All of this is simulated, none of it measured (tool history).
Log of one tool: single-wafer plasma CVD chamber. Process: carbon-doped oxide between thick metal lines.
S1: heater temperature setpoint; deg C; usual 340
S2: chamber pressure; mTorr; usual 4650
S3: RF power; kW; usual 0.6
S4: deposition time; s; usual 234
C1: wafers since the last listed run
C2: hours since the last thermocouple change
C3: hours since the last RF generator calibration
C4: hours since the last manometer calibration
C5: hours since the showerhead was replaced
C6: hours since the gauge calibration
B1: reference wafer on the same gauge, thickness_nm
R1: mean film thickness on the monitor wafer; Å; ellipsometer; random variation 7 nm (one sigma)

run     day   S1    S2     S3   S4   C1      C2      C3      C4      C5     C6        B1        R1
  1       0  340  4650    0.6  234    0  1964.4    1179    1729  2496.9  446.6  1220.996  12689.05
  2   1.012  340  4650    0.6  234  204  1988.7  1203.3  1753.3  2521.2  470.9  1219.614  12846.63
  3   1.667  340  4650    0.6  234  132  2004.4    1219    1769  2536.9  486.6  1224.424  12859.09
  4   2.879  340  4650    0.6  234  245  2033.5  1248.1  1798.1    2566  515.7  1225.566  12899.02
  5   4.283  340  4650    0.6  234  283  2067.2  1281.8  1831.8  2599.7  549.4  1226.671  12771.09
  6   5.492  340  4650    0.6  234  244  2096.2  1310.8  1860.8  2628.7  578.4  1228.839   12803.1
      7.138  -- capacitance manometer re-zeroed and calibrated
  7   7.158  340  4650    0.6  234  269  2136.2  1350.8     0.5  2668.7  618.4  1230.211  12817.05
  8  10.088  340  4650    0.6  234  591  2206.5  1421.1    70.8    2739  688.7  1234.375  12825.34
  9  11.588  340  4650    0.6  234  303  2242.5  1457.1   106.8    2775  724.7  1235.354   12933.3
 10    12.6  340  5370    0.6  234  204  2266.8  1481.4   131.1  2799.3    749  1235.555  13249.24
 11  13.346  340  3650  0.565  217  150  2284.7  1499.3     149  2817.2  766.9  1237.339  11099.69
 12  14.004  353  4650    0.6  207  133  2300.5  1515.1   164.8    2833  782.7  1236.416  11002.69
 13  14.738  333  4650    0.6  208  148  2318.1  1532.7   182.4  2850.6  800.3  1240.642  11805.18
     16.054  -- thermocouple changed; heater temperature recalibrated
 14  16.075  340  4650    0.6  234  202     0.5  1564.8   214.5  2882.7  832.4  1241.152  12911.79
 15  17.229  340  4650  0.675  234  233    28.2  1592.5   242.2  2910.4  860.1  1238.243  13836.02
     18.142  -- gauge calibrated
     18.692  -- RF generator calibrated
 16  18.712  340  4650    0.6  234  232    63.8     0.5   277.8    2946   13.7  1205.694  12643.12
 17    18.9  340  4650    0.6  234   37    68.3       5   282.3  2950.5   18.2  1205.326     12648
 18  19.454  334  4650   0.56  234  111    81.6    18.3   295.6  2963.8   31.5  1206.393  12555.67
     20.275  -- showerhead replaced
 19  20.296  340  5220    0.6  201  102   101.8    38.5   315.8     0.5   51.7  1207.747  11015.83
 20  20.862  340  4650    0.6  234  114   115.4    52.1   329.4    14.1   65.3  1207.107  12631.39
 21  21.779  332  5490    0.6  193  185   137.4    74.1   351.4    36.1   87.3  1206.514  11008.57
 22   22.55  340  4650  0.555  256  155   155.9    92.6   369.9    54.6  105.8  1206.397   13363.8
 23  23.754  330  4950  0.495  216  243   184.8   121.5   398.8    83.5  134.7  1210.476  11023.03
 24  25.083  333  3970   0.57  234  268   216.7   153.4   430.7   115.4  166.6  1210.322  12295.69
 25  26.188  349  5350    0.6  220  223   243.2   179.9   457.2   141.9  193.1  1212.757  11928.88
 26  27.242  340  5440   0.56  221  213   268.5   205.2   482.5   167.2  218.4  1215.815  11944.17
 27  28.692  340  4650   0.69  234  293   303.3     240   517.3     202  253.2  1214.453  13825.89

Hidden state or all else? Some run-to-run changes of R1, split into what the settings, what came in and random variation would give without the hidden state, and what is left for the hidden state (with any gauge scatter that isn't in both results):
The hidden state here: wafer temperature above the value expected at the setpoint (K); delivered RF power above the setpoint (%); true pressure above the setpoint (%); gauge reads high (%).
Run 10 -> 11: S2 5370 -> 3650, S3 0.6 -> 0.565, S4 234 -> 217. R1 -2149.55 Å: hidden state -55.82, all else -2093.73.
Run 15 -> 16: S3 0.675 -> 0.6, gauge calibrated, RF generator calibrated. R1 -1192.9 Å: hidden state -416.83, all else -776.07.
Run 21 -> 22: S1 332 -> 340, S2 5490 -> 4650, S3 0.6 -> 0.555, S4 193 -> 256. R1 +2355.23 Å: hidden state +25.62, all else +2329.61.
Run 22 -> 23: S1 340 -> 330, S2 4650 -> 4950, S3 0.555 -> 0.495, S4 256 -> 216. R1 -2340.77 Å: hidden state -4.94, all else -2335.83.
